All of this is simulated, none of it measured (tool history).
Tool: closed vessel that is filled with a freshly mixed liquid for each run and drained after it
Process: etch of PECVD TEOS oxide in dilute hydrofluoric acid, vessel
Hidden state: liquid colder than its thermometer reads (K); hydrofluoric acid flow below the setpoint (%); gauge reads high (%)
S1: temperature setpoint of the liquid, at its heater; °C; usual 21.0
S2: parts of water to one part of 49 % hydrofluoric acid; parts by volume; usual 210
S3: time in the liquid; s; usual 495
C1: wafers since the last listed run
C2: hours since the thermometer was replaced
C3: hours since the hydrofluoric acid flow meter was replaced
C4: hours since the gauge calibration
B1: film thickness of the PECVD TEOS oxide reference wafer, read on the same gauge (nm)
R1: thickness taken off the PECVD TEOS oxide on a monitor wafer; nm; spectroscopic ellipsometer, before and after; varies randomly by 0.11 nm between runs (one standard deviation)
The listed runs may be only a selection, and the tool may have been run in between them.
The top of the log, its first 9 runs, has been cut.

run	hour	S1	S2	S3	C1	C2	C3	C4	B1	R1
10	429.3	18.0	210	320	3739	744.5	797.8	1315.2	140.03	10.81
# hour 441.5: gauge calibrated
11	469.6	18.0	210	320	2252	784.8	838.1	28.1	139.99	10.91
12	510.7	21.0	210	590	2297	825.9	879.2	69.2	139.99	22.29
13	565.5	23.5	275	640	3063	880.7	934.0	124.0	140.01	18.96
14	611.0	17.0	125	575	2543	926.2	979.5	169.5	140.00	33.87
15	674.3	21.0	210	600	3538	989.5	1042.8	232.8	140.03	22.75
16	744.8	21.0	245	495	3940	1060.0	1113.3	303.3	139.98	15.21
# hour 807.8: hydrofluoric acid flow meter replaced
17	810.4	21.0	210	495	3611	1125.6	2.6	368.9	140.02	18.72
18	839.6	19.0	310	235	1632	1154.8	31.8	398.1	140.01	5.15
19	892.1	17.5	135	495	2934	1207.3	84.3	450.6	140.04	27.24
20	934.8	24.5	120	385	2386	1250.0	127.0	493.3	140.02	32.05
# hour 955.6: thermometer replaced
21	990.7	19.0	210	295	3068	35.1	182.9	549.2	139.98	10.94
22	1041.0	18.5	265	570	2811	85.4	233.2	599.5	139.93	15.57
23	1088.3	21.0	210	495	2643	132.7	280.5	646.8	140.01	19.90
24	1115.5	21.0	210	495	1520	159.9	307.7	674.0	140.05	19.72
25	1147.6	19.0	305	495	1794	192.0	339.8	706.1	139.97	11.52
26	1192.2	24.0	280	495	2493	236.6	384.4	750.7	140.01	15.15
27	1234.1	25.0	210	725	2342	278.5	426.3	792.6	140.01	33.24
28	1281.1	21.0	210	495	2627	325.5	473.3	839.6	139.97	19.62
29	1328.5	21.0	210	495	2649	372.9	520.7	887.0	139.99	19.26
30	1380.5	21.0	185	775	2906	424.9	572.7	939.0	140.04	35.20
31	1411.3	21.0	210	495	1721	455.7	603.5	969.8	139.99	19.27
32	1451.9	21.0	210	385	2269	496.3	644.1	1010.4	140.00	14.85

Forecast each of these 5 alternatives for the next run:
A	1452.7	21.0	210	250	44	497.1	644.9	1011.2	?	?
B	1452.7	21.0	210	215	44	497.1	644.9	1011.2	?	?
C	1452.7	25.5	260	375	44	497.1	644.9	1011.2	?	?
D	1452.7	19.0	210	495	44	497.1	644.9	1011.2	?	?
E	1452.7	17.0	130	285	44	497.1	644.9	1011.2	?	?

run	B1	R1
A	139.96	9.78
B	139.96	8.41
C	139.96	13.30
D	139.96	17.92
E	139.96	16.59
With no hidden state in the tool, these same runs would have given:
run	R1
A	10.29
B	8.85
C	13.96
D	18.87
E	17.50
